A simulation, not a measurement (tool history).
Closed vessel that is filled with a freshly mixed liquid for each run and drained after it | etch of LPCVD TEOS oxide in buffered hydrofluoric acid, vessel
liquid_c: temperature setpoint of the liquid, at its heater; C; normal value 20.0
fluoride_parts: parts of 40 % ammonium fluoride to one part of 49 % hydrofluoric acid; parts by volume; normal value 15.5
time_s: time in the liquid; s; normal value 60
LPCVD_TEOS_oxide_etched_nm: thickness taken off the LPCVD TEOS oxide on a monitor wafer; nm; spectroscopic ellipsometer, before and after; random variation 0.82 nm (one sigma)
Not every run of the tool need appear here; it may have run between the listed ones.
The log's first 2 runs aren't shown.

| run | hour | liquid_c | fluoride_parts | time_s | wafers since the last listed run | hours since the thermometer was replaced | hours since the hydrofluoric acid flow meter was replaced | hours since the gauge calibration | read-back film thickness of the LPCVD TEOS oxide reference wafer, read on the same gauge (nm) | LPCVD_TEOS_oxide_etched_nm |
|---|---|---|---|---|---|---|---|---|---|---|
| 3 | 204.2 | 20.0 | 19.5 | 60 | 11190 | 1684.0 | 962.7 | 1425.3 | 130.00 | 74.09 |
| 4 | 267.5 | 20.0 | 15.5 | 30 | 4446 | 1747.3 | 1026.0 | 1488.6 | 129.99 | 46.41 |
| 5 | 313.0 | 20.0 | 15.5 | 30 | 3196 | 1792.8 | 1071.5 | 1534.1 | 129.98 | 46.69 |
| 6 | 368.2 | 20.0 | 15.5 | 40 | 3877 | 1848.0 | 1126.7 | 1589.3 | 129.99 | 61.87 |
| 7 | 417.8 | 20.0 | 15.5 | 60 | 3484 | 1897.6 | 1176.3 | 1638.9 | 130.05 | 92.14 |
| 8 | 585.5 | 20.0 | 15.5 | 60 | 11781 | 2065.3 | 1344.0 | 1806.6 | 130.01 | 92.57 |
| 9 | 629.2 | 20.0 | 15.5 | 60 | 3069 | 2109.0 | 1387.7 | 1850.3 | 130.00 | 92.21 |
| 10 | 674.6 | 20.0 | 15.5 | 60 | 3189 | 2154.4 | 1433.1 | 1895.7 | 129.95 | 93.41 |
|  | 814.8 | thermometer replaced |
| 11 | 819.8 | 20.0 | 15.5 | 60 | 10130 | 5.0 | 1578.3 | 2040.9 | 130.01 | 103.66 |
| 12 | 855.2 | 20.0 | 19.5 | 75 | 2486 | 40.4 | 1613.7 | 2076.3 | 130.01 | 103.50 |
|  | 877.6 | gauge calibrated |
| 13 | 892.9 | 20.0 | 19.5 | 75 | 2648 | 78.1 | 1651.4 | 15.3 | 130.03 | 103.12 |
| 14 | 922.0 | 20.0 | 19.5 | 75 | 2044 | 107.2 | 1680.5 | 44.4 | 130.01 | 102.96 |
| 15 | 948.3 | 20.0 | 15.5 | 60 | 1847 | 133.5 | 1706.8 | 70.7 | 129.99 | 102.35 |
| 16 | 990.9 | 20.0 | 13.5 | 40 | 2992 | 176.1 | 1749.4 | 113.3 | 129.97 | 79.56 |
| 17 | 1022.7 | 18.0 | 12.0 | 30 | 2233 | 207.9 | 1781.2 | 145.1 | 130.01 | 59.30 |
| 18 | 1083.9 | 20.0 | 15.5 | 60 | 4299 | 269.1 | 1842.4 | 206.3 | 130.00 | 104.03 |

Run 19 comes next. What will it give?
| 19 | 1136.8 | 18.5 | 12.0 | 75 | 3716 | 322.0 | 1895.3 | 259.2 | ? | ? |

{"run 19": {"read-back film thickness of the LPCVD TEOS oxide reference wafer, read on the same gauge (nm)": 129.99, "LPCVD_TEOS_oxide_etched_nm": 151.54}}
Minus the tool's unlogged condition, the same run would have read LPCVD_TEOS_oxide_etched_nm 142.32 nm.
